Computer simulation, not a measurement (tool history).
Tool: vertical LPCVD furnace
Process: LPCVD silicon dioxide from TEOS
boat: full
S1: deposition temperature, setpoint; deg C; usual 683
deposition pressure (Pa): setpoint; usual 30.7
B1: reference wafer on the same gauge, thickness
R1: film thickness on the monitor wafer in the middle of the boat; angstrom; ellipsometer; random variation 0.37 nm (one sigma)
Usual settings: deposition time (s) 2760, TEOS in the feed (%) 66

run 1 hour=0.0 | S1=683 deposition_pressure_(Pa)=30.7 deposition_time_(s)=2760 TEOS_in_the_feed_(%)=66 | B1=154.90 | R1=1933.1
run 2 hour=24.4 | S1=683 deposition_pressure_(Pa)=30.7 deposition_time_(s)=2760 TEOS_in_the_feed_(%)=66 | B1=155.00 | R1=1940.3
run 3 hour=37.5 | S1=683 deposition_pressure_(Pa)=30.7 deposition_time_(s)=2760 TEOS_in_the_feed_(%)=66 | B1=155.01 | R1=1929.6
run 4 hour=56.7 | S1=683 deposition_pressure_(Pa)=30.7 deposition_time_(s)=2760 TEOS_in_the_feed_(%)=66 | B1=154.90 | R1=1943.6
run 5 hour=77.9 | S1=683 deposition_pressure_(Pa)=30.7 deposition_time_(s)=2760 TEOS_in_the_feed_(%)=66 | B1=155.03 | R1=1939.3
run 6 hour=91.0 | S1=683 deposition_pressure_(Pa)=30.7 deposition_time_(s)=2760 TEOS_in_the_feed_(%)=66 | B1=154.99 | R1=1935.0
-- hour=129.1 pressure gauge zeroed
run 7 hour=131.9 | S1=683 deposition_pressure_(Pa)=30.7 deposition_time_(s)=2760 TEOS_in_the_feed_(%)=66 | B1=155.10 | R1=1945.9
run 8 hour=149.0 | S1=683 deposition_pressure_(Pa)=30.7 deposition_time_(s)=2760 TEOS_in_the_feed_(%)=66 | B1=155.02 | R1=1945.8
-- hour=156.2 gauge calibrated
-- hour=175.7 thermocouples replaced and temperature profile calibrated
run 9 hour=176.2 | S1=683 deposition_pressure_(Pa)=30.7 deposition_time_(s)=2760 TEOS_in_the_feed_(%)=66 | B1=154.97 | R1=1813.9
run 10 hour=181.4 | S1=683 deposition_pressure_(Pa)=30.7 deposition_time_(s)=2760 TEOS_in_the_feed_(%)=66 | B1=154.82 | R1=1822.0
-- hour=207.4 TEOS flow controller replaced
run 11 hour=207.9 | S1=679 deposition_pressure_(Pa)=25.3 deposition_time_(s)=1800 TEOS_in_the_feed_(%)=66 | B1=154.94 | R1=976.6
run 12 hour=213.1 | S1=683 deposition_pressure_(Pa)=28.0 deposition_time_(s)=2760 TEOS_in_the_feed_(%)=66 | B1=155.04 | R1=1738.0
run 13 hour=226.5 | S1=683 deposition_pressure_(Pa)=37.3 deposition_time_(s)=2760 TEOS_in_the_feed_(%)=79 | B1=155.00 | R1=2185.3
run 14 hour=267.8 | S1=692 deposition_pressure_(Pa)=24.7 deposition_time_(s)=3540 TEOS_in_the_feed_(%)=79 | B1=155.11 | R1=2831.3
run 15 hour=288.1 | S1=683 deposition_pressure_(Pa)=30.7 deposition_time_(s)=2400 TEOS_in_the_feed_(%)=58 | B1=154.88 | R1=1485.8
run 16 hour=302.1 | S1=687 deposition_pressure_(Pa)=25.3 deposition_time_(s)=3210 TEOS_in_the_feed_(%)=54 | B1=154.95 | R1=1911.3
run 17 hour=312.8 | S1=683 deposition_pressure_(Pa)=34.7 deposition_time_(s)=1800 TEOS_in_the_feed_(%)=74 | B1=155.07 | R1=1335.9
run 18 hour=322.2 | S1=683 deposition_pressure_(Pa)=30.7 deposition_time_(s)=2760 TEOS_in_the_feed_(%)=66 | B1=154.97 | R1=1820.4
run 19 hour=331.2 | S1=683 deposition_pressure_(Pa)=35.3 deposition_time_(s)=2760 TEOS_in_the_feed_(%)=66 | B1=155.10 | R1=1956.7
run 20 hour=352.5 | S1=683 deposition_pressure_(Pa)=23.3 deposition_time_(s)=3720 TEOS_in_the_feed_(%)=66 | B1=155.05 | R1=2135.1
run 21 hour=368.6 | S1=683 deposition_pressure_(Pa)=30.7 deposition_time_(s)=2760 TEOS_in_the_feed_(%)=66 | B1=154.95 | R1=1814.8

The tool's hidden state at each run:
true pressure minus gauge reading, mTorr: 0 in every run
deviation of the TEOS flow from its setpoint, %: 0 in every run
gauge reads high (%): 0 in every run
H1: true tube temperature minus thermocouple reading, K
run=1 H1=2.9
run=2 H1=2.95
run=3 H1=2.97
run=4 H1=3.01
run=5 H1=3.05
run=6 H1=3.08
run=7 H1=3.15
run=8 H1=3.19
run=9 H1=0.357
run=10 H1=0.357
run=11 H1=0.357
run=12 H1=0.357
run=13 H1=0.358
run=14 H1=0.36
run=15 H1=0.361
run=16 H1=0.362
run=17 H1=0.363
run=18 H1=0.364
run=19 H1=0.365
run=20 H1=0.367
run=21 H1=0.369
